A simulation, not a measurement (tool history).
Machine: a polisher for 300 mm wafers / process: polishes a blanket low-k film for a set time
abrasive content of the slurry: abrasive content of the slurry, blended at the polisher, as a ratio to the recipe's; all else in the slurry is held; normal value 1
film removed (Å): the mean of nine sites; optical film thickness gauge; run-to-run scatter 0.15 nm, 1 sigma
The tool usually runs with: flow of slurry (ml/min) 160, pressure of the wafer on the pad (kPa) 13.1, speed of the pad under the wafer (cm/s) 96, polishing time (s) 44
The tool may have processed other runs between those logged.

run    hour  flow of slurry (ml/min)  pressure of the wafer on the pad (kPa)  speed of the pad under the wafer (cm/s)  abrasive content of the slurry  polishing time (s)  wafers since the last listed run  wafers polished on this pad  hours since the slurry nozzle was cleaned  hours since the head pressure was calibrated  hours since the slurry blender was calibrated  hours since the conditioning disc was replaced  incoming thickness of the incoming film, nm  film removed (Å)
  1       0                      160                                    13.1                                       96                               1                  44                                 0                          642                                      261.9                                         348.1                                          189.3                                              28                                        609.4               139
  2    64.4                      160                                    13.1                                       96                               1                  44                               434                         1076                                      326.3                                         412.5                                          253.7                                            92.4                                        616.1               132
       65.5  -- slurry nozzle cleaned
      101.9  -- worn pad replaced by a new one
  3   102.4                      160                                    13.1                                       96                               1                  44                               222                            3                                       36.9                                         450.5                                          291.7                                           130.4                                        612.3               143
      123.4  -- slurry blender recalibrated
  4   155.2                      160                                    13.1                                       96                               1                  44                               342                          346                                       89.7                                         503.3                                           31.8                                           183.2                                        606.6               144
  5   182.7                      160                                    13.1                                       96                               1                  44                               185                          531                                      117.2                                         530.8                                           59.3                                           210.7                                        606.1               140
      192.8  -- conditioning disc replaced and pad reconditioned
  6   245.4                      160                                    13.1                                       96                               1                  44                               409                          941                                      179.9                                         593.5                                            122                                            52.6                                          606               142
  7   316.4                      160                                    13.1                                       96                               1                  44                               479                         1420                                      250.9                                         664.5                                            193                                           123.6                                        609.4               136
      326.6  -- worn pad replaced by a new one
      372.1  -- slurry nozzle cleaned
  8   377.7                      160                                    16.5                                       96                             0.8                  44                               379                          338                                        5.6                                         725.8                                          254.3                                           184.9                                        620.5               165
      381.3  -- slurry blender recalibrated
      410.4  -- conditioning disc replaced and pad reconditioned
  9   433.9                      160                                    13.1                                       96                               1                  44                               352                          690                                       61.8                                           782                                           52.6                                            23.5                                        610.2               150
 10   488.3                      190                                    13.1                                      110                             0.8                  44                               367                         1057                                      116.2                                         836.4                                            107                                            77.9                                        600.9               150
 11   542.8                      160                                    13.1                                       96                               1                  44                               367                         1425                                      170.7                                         890.9                                          161.5                                           132.4                                        616.7               142
      550.7  -- worn pad replaced by a new one
 12   579.5                      160                                    13.1                                       96                               1                  44                               220                          194                                      207.4                                         927.6                                          198.2                                           169.1                                        613.6               138
      590.7  -- conditioning disc replaced and pad reconditioned
 13   639.2                      120                                     9.7                                       96                            1.25                  44                               389                          583                                      267.1                                         987.3                                          257.9                                            48.5                                        604.9               103
      664.4  -- slurry blender recalibrated
 14   672.3                      160                                    13.1                                       96                               1                  44                               209                          793                                      300.2                                        1020.4                                            7.9                                            81.6                                        609.4               132
      711.9  -- slurry nozzle cleaned
 15   740.4                      160                                    13.1                                       84                             1.2                  44                               452                         1246                                       28.5                                        1088.5                                             76                                           149.7                                        605.5               138
      775.7  -- head pressure recalibrated
      778.1  -- worn pad replaced by a new one
 16   778.6                      120                                    17.9                                       96                               1                  50                               227                            3                                       66.7                                           2.9                                          114.2                                           187.9                                        607.7               203
      784.2  -- conditioning disc replaced and pad reconditioned
        932  -- slurry blender recalibrated
 17   969.4                      120                                    13.1                                      114                            1.15                  49                              1260                         1264                                      257.5                                         193.7                                           37.4                                           185.2                                        605.1               167
      983.4  -- slurry nozzle cleaned
     1002.9  -- worn pad replaced by a new one
 18  1003.4                      160                                    13.1                                       96                             1.1                  44                               195                            3                                         20                                         227.7                                           71.4                                           219.2                                        614.5               146

4 options for the next run, each taken on its own from the tool as it stands now. Forecast them:
  A  1003.8                      160                                    13.1                                       96                               1                  44                                 2                            6                                       20.4                                         228.1                                           71.8                                           219.6                                        621.6                 ?
  B  1003.8                      160                                    13.1                                      106                            1.15                  44                                 2                            6                                       20.4                                         228.1                                           71.8                                           219.6                                        621.6                 ?
  C  1003.8                      160                                      11                                      114                               1                  44                                 2                            6                                       20.4                                         228.1                                           71.8                                           219.6                                        621.6                 ?
  D  1003.8                      145                                    13.1                                       96                             0.9                  44                                 2                            6                                       20.4                                         228.1                                           71.8                                           219.6                                        621.6                 ?

run  film removed (Å)
  A               144
  B               163
  C               139
  D               137
With the hidden condition removed and each run's random variation left untouched, the same runs would have given:
run  film removed (Å)
  A               156
  B               177
  C               150
  D               147
